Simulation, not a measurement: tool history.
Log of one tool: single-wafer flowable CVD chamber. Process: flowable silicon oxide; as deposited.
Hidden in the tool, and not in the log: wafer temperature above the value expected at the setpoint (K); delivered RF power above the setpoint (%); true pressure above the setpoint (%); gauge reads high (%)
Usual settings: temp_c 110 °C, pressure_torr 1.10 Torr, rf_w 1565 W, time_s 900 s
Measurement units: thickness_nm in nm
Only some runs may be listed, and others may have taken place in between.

run,hour,temp_c,pressure_torr,rf_w,time_s,wafers since the last listed run,hours since the last thermocouple change,hours since the last RF generator calibration,hours since the last manometer calibration,hours since the showerhead was replaced,hours since the gauge calibration,"read-back reference wafer on the same gauge, thickness_nm",thickness_nm
1,0.0,110,1.10,1565,900,0,1050.0,2093.1,2382.6,4869.4,170.9,429.656,495.635
2,32.1,110,1.10,1565,900,56,1082.1,2125.2,2414.7,4901.5,203.0,429.100,492.372
3,60.4,110,1.10,1565,900,49,1110.4,2153.5,2443.0,4929.8,231.3,429.153,496.945
4,93.4,110,1.10,1565,900,58,1143.4,2186.5,2476.0,4962.8,264.3,429.357,491.124
5,105.4,110,1.10,1565,847,21,1155.4,2198.5,2488.0,4974.8,276.3,428.608,465.272
6,132.2,110,1.10,1565,847,47,1182.2,2225.3,2514.8,5001.6,303.1,428.532,462.384
7,166.1,110,1.10,1565,847,59,1216.1,2259.2,2548.7,5035.5,337.0,429.451,468.870
8,179.8,110,1.10,1565,900,24,1229.8,2272.9,2562.4,5049.2,350.7,429.192,496.608
# hour 202.0: RF generator calibrated
9,207.3,110,1.10,1565,900,34,1257.3,5.3,2589.9,5076.7,378.2,428.858,498.016
10,227.8,110,1.10,1565,829,36,1277.8,25.8,2610.4,5097.2,398.7,428.631,460.486
11,260.4,110,1.10,1565,900,57,1310.4,58.4,2643.0,5129.8,431.3,428.734,490.233
# hour 278.2: showerhead replaced
# hour 314.0: thermocouple changed; heater temperature recalibrated
12,348.4,110,1.10,1565,900,126,34.4,146.4,2731.0,70.2,519.3,428.661,491.575
# hour 372.9: capacitance manometer re-zeroed and calibrated
13,376.5,110,1.10,1565,992,35,62.5,174.5,3.6,98.3,547.4,428.834,546.326
14,402.1,110,1.10,1660,900,45,88.1,200.1,29.2,123.9,573.0,428.946,504.906
15,421.1,110,1.10,1565,900,33,107.1,219.1,48.2,142.9,592.0,428.995,497.050
16,438.9,123,1.10,1465,958,31,124.9,236.9,66.0,160.7,609.8,428.843,363.557
17,462.4,115,1.10,1435,900,41,148.4,260.4,89.5,184.2,633.3,429.132,416.115
# hour 464.7: gauge calibrated
18,490.2,110,1.10,1565,971,48,176.2,288.2,117.3,212.0,25.5,429.017,533.416
19,504.8,105,0.94,1325,764,25,190.8,302.8,131.9,226.6,40.1,428.870,384.004
20,526.1,110,0.98,1565,968,37,212.1,324.1,153.2,247.9,61.4,429.387,471.354
21,541.2,110,1.10,1565,900,26,227.2,339.2,168.3,263.0,76.5,428.946,493.634
22,558.3,123,0.90,1650,1020,30,244.3,356.3,185.4,280.1,93.6,428.708,324.358
23,571.8,110,1.10,1565,990,23,257.8,369.8,198.9,293.6,107.1,429.377,545.650
24,592.8,110,1.10,1565,900,37,278.8,390.8,219.9,314.6,128.1,429.183,494.572
25,619.4,119,1.18,1285,822,46,305.4,417.4,246.5,341.2,154.7,428.607,348.456
26,637.7,110,1.10,1565,829,32,323.7,435.7,264.8,359.5,173.0,429.073,455.810
27,658.1,110,0.87,1565,900,35,344.1,456.1,285.2,379.9,193.4,428.504,386.267
28,677.7,115,1.19,1565,1028,34,363.7,475.7,304.8,399.5,213.0,428.872,531.238
29,711.6,110,1.10,1565,900,59,397.6,509.6,338.7,433.4,246.9,429.505,495.418

Forecast each of these 4 alternatives for the next run:
A,712.2,110,1.10,1565,900,1,398.2,510.2,339.3,434.0,247.5,?,?
B,712.2,119,1.23,1355,826,1,398.2,510.2,339.3,434.0,247.5,?,?
C,712.2,110,0.85,1565,900,1,398.2,510.2,339.3,434.0,247.5,?,?
D,712.2,97,1.28,1275,900,1,398.2,510.2,339.3,434.0,247.5,?,?

run,"read-back reference wafer on the same gauge, thickness_nm",thickness_nm
A,429.035,492.322
B,429.035,371.800
C,429.035,374.920
D,429.035,764.762
The same runs, with their run-to-run variation unchanged, on a tool lacking any hidden condition would have given:
run,thickness_nm
A,492.322
B,371.800
C,374.920
D,764.762
